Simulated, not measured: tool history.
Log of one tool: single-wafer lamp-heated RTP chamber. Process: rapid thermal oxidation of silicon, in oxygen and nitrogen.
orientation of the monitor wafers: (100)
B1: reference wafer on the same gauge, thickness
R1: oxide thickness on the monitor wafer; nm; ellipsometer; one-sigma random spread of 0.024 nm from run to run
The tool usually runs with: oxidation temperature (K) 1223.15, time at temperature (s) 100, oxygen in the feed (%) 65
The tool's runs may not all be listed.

run 1 day=0 | oxidation_temperature_(K)=1223.15 time_at_temperature_(s)=86 oxygen_in_the_feed_(%)=73 | B1=4.688 | R1=4.362
run 2 day=0.733 | oxidation_temperature_(K)=1223.15 time_at_temperature_(s)=86 oxygen_in_the_feed_(%)=73 | B1=4.688 | R1=4.374
run 3 day=1.171 | oxidation_temperature_(K)=1223.15 time_at_temperature_(s)=100 oxygen_in_the_feed_(%)=65 | B1=4.684 | R1=4.514
run 4 day=1.804 | oxidation_temperature_(K)=1223.15 time_at_temperature_(s)=100 oxygen_in_the_feed_(%)=65 | B1=4.689 | R1=4.499
run 5 day=2.108 | oxidation_temperature_(K)=1223.15 time_at_temperature_(s)=74 oxygen_in_the_feed_(%)=65 | B1=4.69 | R1=4.024
run 6 day=2.542 | oxidation_temperature_(K)=1223.15 time_at_temperature_(s)=74 oxygen_in_the_feed_(%)=65 | B1=4.692 | R1=3.995
run 7 day=2.996 | oxidation_temperature_(K)=1223.15 time_at_temperature_(s)=74 oxygen_in_the_feed_(%)=65 | B1=4.689 | R1=4.027
run 8 day=3.379 | oxidation_temperature_(K)=1223.15 time_at_temperature_(s)=113 oxygen_in_the_feed_(%)=65 | B1=4.69 | R1=4.755
run 9 day=3.921 | oxidation_temperature_(K)=1223.15 time_at_temperature_(s)=100 oxygen_in_the_feed_(%)=65 | B1=4.686 | R1=4.604
run 10 day=4.225 | oxidation_temperature_(K)=1223.15 time_at_temperature_(s)=100 oxygen_in_the_feed_(%)=65 | B1=4.69 | R1=4.573
run 11 day=4.725 | oxidation_temperature_(K)=1223.15 time_at_temperature_(s)=100 oxygen_in_the_feed_(%)=65 | B1=4.688 | R1=4.586
run 12 day=5.433 | oxidation_temperature_(K)=1223.15 time_at_temperature_(s)=100 oxygen_in_the_feed_(%)=65 | B1=4.691 | R1=4.56
run 13 day=5.983 | oxidation_temperature_(K)=1223.15 time_at_temperature_(s)=100 oxygen_in_the_feed_(%)=65 | B1=4.688 | R1=4.626
run 14 day=6.592 | oxidation_temperature_(K)=1223.15 time_at_temperature_(s)=100 oxygen_in_the_feed_(%)=65 | B1=4.694 | R1=4.656
run 15 day=6.992 | oxidation_temperature_(K)=1213.15 time_at_temperature_(s)=100 oxygen_in_the_feed_(%)=65 | B1=4.69 | R1=4.282
run 16 day=7.883 | oxidation_temperature_(K)=1223.15 time_at_temperature_(s)=124 oxygen_in_the_feed_(%)=87 | B1=4.692 | R1=5.41
run 17 day=8.304 | oxidation_temperature_(K)=1235.15 time_at_temperature_(s)=57 oxygen_in_the_feed_(%)=56 | B1=4.692 | R1=3.719
run 18 day=9.029 | oxidation_temperature_(K)=1201.15 time_at_temperature_(s)=119 oxygen_in_the_feed_(%)=78 | B1=4.689 | R1=4.28
run 19 day=9.425 | oxidation_temperature_(K)=1232.15 time_at_temperature_(s)=63 oxygen_in_the_feed_(%)=75 | B1=4.69 | R1=4.098
run 20 day=9.9 | oxidation_temperature_(K)=1223.15 time_at_temperature_(s)=100 oxygen_in_the_feed_(%)=65 | B1=4.691 | R1=4.426
run 21 day=10.483 | oxidation_temperature_(K)=1199.15 time_at_temperature_(s)=76 oxygen_in_the_feed_(%)=37 | B1=4.69 | R1=3.028
run 22 day=11.212 | oxidation_temperature_(K)=1223.15 time_at_temperature_(s)=124 oxygen_in_the_feed_(%)=87 | B1=4.688 | R1=5.352
run 23 day=11.617 | oxidation_temperature_(K)=1223.15 time_at_temperature_(s)=100 oxygen_in_the_feed_(%)=65 | B1=4.69 | R1=4.454
run 24 day=11.921 | oxidation_temperature_(K)=1200.15 time_at_temperature_(s)=59 oxygen_in_the_feed_(%)=86 | B1=4.694 | R1=3.389
run 25 day=12.271 | oxidation_temperature_(K)=1201.15 time_at_temperature_(s)=135 oxygen_in_the_feed_(%)=84 | B1=4.691 | R1=4.697
run 26 day=12.742 | oxidation_temperature_(K)=1197.15 time_at_temperature_(s)=124 oxygen_in_the_feed_(%)=65 | B1=4.692 | R1=4.099

Not shown: 3 entries that the log had between the listed runs. Between which runs, and how does the tool's hidden state differ before and after?
Run 14 -> run 15: gauge calibrated (day 6.754)
  true wafer temperature minus pyrometer reading, K: 5.07 -> 5.44
  measured minus no-state result, R1: +0.167 -> +0.161 nm
Run 15 -> run 16: pyrometer window cleaned and pyrometer calibrated (day 7.862)
  true wafer temperature minus pyrometer reading, K: 5.44 -> 0.108
  measured minus no-state result, R1: +0.161 -> +0.005 nm
Run 17 -> run 18: oxygen flow controller replaced (day 8.7)
  true wafer temperature minus pyrometer reading, K: 0.116 -> 0.163
  measured minus no-state result, R1: +0.002 -> +0.005 nm
